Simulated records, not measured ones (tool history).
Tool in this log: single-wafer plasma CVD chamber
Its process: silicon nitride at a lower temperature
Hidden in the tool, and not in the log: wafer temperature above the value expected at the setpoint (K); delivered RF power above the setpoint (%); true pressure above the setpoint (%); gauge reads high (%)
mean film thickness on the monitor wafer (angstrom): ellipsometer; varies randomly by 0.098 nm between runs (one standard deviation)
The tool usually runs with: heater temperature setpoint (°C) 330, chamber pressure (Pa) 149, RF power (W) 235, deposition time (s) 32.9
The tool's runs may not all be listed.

run	hour	heater temperature setpoint (°C)	chamber pressure (Pa)	RF power (W)	deposition time (s)	wafers since the last listed run	hours since the last thermocouple change	hours since the last RF generator calibration	hours since the last manometer calibration	hours since the showerhead was replaced	hours since the gauge calibration	read-back reference wafer on the same gauge, thickness_nm	mean film thickness on the monitor wafer (angstrom)
1	0.0	330	149	235	32.9	0	1212.6	1241.2	335.8	6476.5	1148.9	24.894	261.14
2	90.0	330	149	235	32.9	3032	1302.6	1331.2	425.8	6566.5	1238.9	24.897	260.25
3	143.8	330	149	235	32.9	1813	1356.4	1385.0	479.6	6620.3	1292.7	24.901	258.95
4	272.9	330	149	235	32.9	4350	1485.5	1514.1	608.7	6749.4	1421.8	24.912	261.27
5	352.9	330	149	235	32.9	2695	1565.5	1594.1	688.7	6829.4	1501.8	24.903	260.35
# hour 424.4: showerhead replaced
6	430.4	330	149	200	32.9	2342	1643.0	1671.6	766.2	6.0	1579.3	24.883	222.94
# hour 489.7: thermocouple changed; heater temperature recalibrated
7	522.2	334	149	235	31.3	2823	32.5	1763.4	858.0	97.8	1671.1	24.885	245.00
8	582.2	334	149	235	31.3	2021	92.5	1823.4	918.0	157.8	1731.1	24.888	245.22
# hour 640.7: capacitance manometer re-zeroed and calibrated
9	670.1	334	149	235	31.3	2692	180.4	1911.3	29.4	245.7	1819.0	24.904	246.05
10	761.9	330	149	210	32.9	3093	272.2	2003.1	121.2	337.5	1910.8	24.910	231.30
11	821.7	330	149	210	32.9	2015	332.0	2062.9	181.0	397.3	1970.6	24.902	230.71
12	902.0	330	139	235	32.9	2706	412.3	2143.2	261.3	477.6	2050.9	24.911	249.98
13	938.4	317	136	210	32.9	1226	448.7	2179.6	297.7	514.0	2087.3	24.918	224.23
# hour 983.4: RF generator calibrated
14	983.9	317	133	260	27.6	1263	494.2	0.5	343.2	559.5	2132.8	24.918	237.21
15	1025.9	330	149	235	32.9	1415	536.2	42.5	385.2	601.5	2174.8	24.895	266.55
# hour 1036.4: gauge calibrated
16	1116.8	330	137	235	32.9	3063	627.1	133.4	476.1	692.4	80.4	24.880	258.30
17	1207.2	335	115	255	35.0	3046	717.5	223.8	566.5	782.8	170.8	24.897	276.33
18	1262.3	323	164	235	32.9	1856	772.6	278.9	621.6	837.9	225.9	24.906	274.27
19	1323.9	330	149	235	32.9	2075	834.2	340.5	683.2	899.5	287.5	24.892	265.33
20	1368.7	326	149	275	34.9	1509	879.0	385.3	728.0	944.3	332.3	24.889	323.31
21	1461.9	343	149	255	29.1	3140	972.2	478.5	821.2	1037.5	425.5	24.895	250.09
22	1517.6	330	137	235	32.9	1877	1027.9	534.2	876.9	1093.2	481.2	24.910	256.23
23	1569.3	330	137	235	32.9	1742	1079.6	585.9	928.6	1144.9	532.9	24.892	258.76
24	1608.7	330	149	260	30.3	1327	1119.0	625.3	968.0	1184.3	572.3	24.916	266.13
# hour 1696.6: capacitance manometer re-zeroed and calibrated
25	1704.2	330	133	235	27.4	2948	1214.5	720.8	7.6	1279.8	667.8	24.918	211.32
26	1749.3	330	149	235	35.1	1519	1259.6	765.9	52.7	1324.9	712.9	24.904	282.71
27	1793.5	330	149	235	32.9	1489	1303.8	810.1	96.9	1369.1	757.1	24.896	262.40
28	1891.4	330	149	235	32.9	3299	1401.7	908.0	194.8	1467.0	855.0	24.900	263.20

Branching from run 28: 4 alternative next runs. What would each branch give?
A	1891.8	330	149	235	32.9	13	1402.1	908.4	195.2	1467.4	855.4	?	?
B	1891.8	340	149	235	29.8	13	1402.1	908.4	195.2	1467.4	855.4	?	?
C	1891.8	336	149	265	32.9	13	1402.1	908.4	195.2	1467.4	855.4	?	?
D	1891.8	330	176	270	32.9	13	1402.1	908.4	195.2	1467.4	855.4	?	?

run	read-back reference wafer on the same gauge, thickness_nm	mean film thickness on the monitor wafer (angstrom)
A	24.904	263.26
B	24.904	237.75
C	24.904	291.92
D	24.904	313.73
What these runs would have given with no unlogged condition in the tool:
run	mean film thickness on the monitor wafer (angstrom)
A	268.32
B	242.32
C	297.44
D	319.49
